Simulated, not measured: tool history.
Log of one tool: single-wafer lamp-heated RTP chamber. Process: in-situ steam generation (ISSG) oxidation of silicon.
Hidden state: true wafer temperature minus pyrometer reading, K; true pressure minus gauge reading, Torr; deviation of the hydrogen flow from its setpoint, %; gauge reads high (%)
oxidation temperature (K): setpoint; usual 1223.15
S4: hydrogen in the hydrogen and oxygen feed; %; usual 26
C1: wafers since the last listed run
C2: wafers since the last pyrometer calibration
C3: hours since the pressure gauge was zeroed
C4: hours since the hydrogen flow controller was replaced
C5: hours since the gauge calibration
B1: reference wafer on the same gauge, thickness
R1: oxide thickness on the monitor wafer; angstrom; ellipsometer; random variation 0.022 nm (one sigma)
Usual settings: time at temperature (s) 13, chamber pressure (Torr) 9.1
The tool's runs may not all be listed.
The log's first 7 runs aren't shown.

{"run": 8, "hour": 174.1, "oxidation temperature (K)": 1223.15, "time at temperature (s)": 13, "chamber pressure (Torr)": 9.1, "S4": 26, "C1": 214, "C2": 1693, "C3": 3238.7, "C4": 3009.7, "C5": 167.3, "B1": 3.754, "R1": 41.29}
{"run": 9, "hour": 196.4, "oxidation temperature (K)": 1223.15, "time at temperature (s)": 13, "chamber pressure (Torr)": 10.2, "S4": 26, "C1": 316, "C2": 2010, "C3": 3261, "C4": 3032, "C5": 189.6, "B1": 3.756, "R1": 40.35}
{"run": 10, "hour": 213.6, "oxidation temperature (K)": 1236.15, "time at temperature (s)": 13, "chamber pressure (Torr)": 7.7, "S4": 26, "C1": 243, "C2": 2253, "C3": 3278.2, "C4": 3049.2, "C5": 206.8, "B1": 3.761, "R1": 43.32}
{"run": 11, "hour": 240.3, "oxidation temperature (K)": 1241.15, "time at temperature (s)": 11, "chamber pressure (Torr)": 9.1, "S4": 29, "C1": 378, "C2": 2632, "C3": 3304.9, "C4": 3075.9, "C5": 233.5, "B1": 3.76, "R1": 42.31}
{"run": 12, "hour": 272.7, "oxidation temperature (K)": 1223.15, "time at temperature (s)": 10, "chamber pressure (Torr)": 9.5, "S4": 32, "C1": 459, "C2": 3091, "C3": 3337.3, "C4": 3108.3, "C5": 265.9, "B1": 3.759, "R1": 39.1}
{"hour": 312.6, "done": "pressure gauge zeroed"}
{"run": 13, "hour": 324.0, "oxidation temperature (K)": 1239.15, "time at temperature (s)": 13, "chamber pressure (Torr)": 9.1, "S4": 21, "C1": 613, "C2": 3705, "C3": 11.4, "C4": 3159.6, "C5": 317.2, "B1": 3.77, "R1": 41.16}
{"hour": 337.0, "done": "hydrogen flow controller replaced"}
{"run": 14, "hour": 343.1, "oxidation temperature (K)": 1223.15, "time at temperature (s)": 13, "chamber pressure (Torr)": 9.1, "S4": 26, "C1": 157, "C2": 3863, "C3": 30.5, "C4": 6.1, "C5": 336.3, "B1": 3.765, "R1": 41.29}
{"run": 15, "hour": 375.7, "oxidation temperature (K)": 1223.15, "time at temperature (s)": 13, "chamber pressure (Torr)": 9.1, "S4": 17, "C1": 462, "C2": 4325, "C3": 63.1, "C4": 38.7, "C5": 368.9, "B1": 3.762, "R1": 37.56}
{"run": 16, "hour": 433.7, "oxidation temperature (K)": 1223.15, "time at temperature (s)": 18, "chamber pressure (Torr)": 9.1, "S4": 26, "C1": 822, "C2": 5147, "C3": 121.1, "C4": 96.7, "C5": 426.9, "B1": 3.761, "R1": 46.95}
{"run": 17, "hour": 451.5, "oxidation temperature (K)": 1223.15, "time at temperature (s)": 8, "chamber pressure (Torr)": 9.1, "S4": 31, "C1": 252, "C2": 5400, "C3": 138.9, "C4": 114.5, "C5": 444.7, "B1": 3.759, "R1": 36.91}
{"run": 18, "hour": 472.1, "oxidation temperature (K)": 1205.15, "time at temperature (s)": 13, "chamber pressure (Torr)": 9.1, "S4": 18, "C1": 292, "C2": 5692, "C3": 159.5, "C4": 135.1, "C5": 465.3, "B1": 3.757, "R1": 36.25}
{"run": 19, "hour": 484.7, "oxidation temperature (K)": 1223.15, "time at temperature (s)": 13, "chamber pressure (Torr)": 10.2, "S4": 31, "C1": 178, "C2": 5871, "C3": 172.1, "C4": 147.7, "C5": 477.9, "B1": 3.771, "R1": 42.21}
{"run": 20, "hour": 497.8, "oxidation temperature (K)": 1223.15, "time at temperature (s)": 13, "chamber pressure (Torr)": 8.7, "S4": 26, "C1": 185, "C2": 6056, "C3": 185.2, "C4": 160.8, "C5": 491, "B1": 3.76, "R1": 41.6}

The next listed run, before its measurement:
{"hour": 527.4, "done": "pyrometer window cleaned and pyrometer calibrated"}
{"run": 21, "hour": 533.0, "oxidation temperature (K)": 1223.15, "time at temperature (s)": 10, "chamber pressure (Torr)": 9.1, "S4": 26, "C1": 385, "C2": 79, "C3": 220.4, "C4": 196, "C5": 526.2, "B1": "?", "R1": "?"}

B1: 3.765
R1: 37.49 angstrom
Without the tool's hidden state the same run would have given R1 37.49 angstrom.
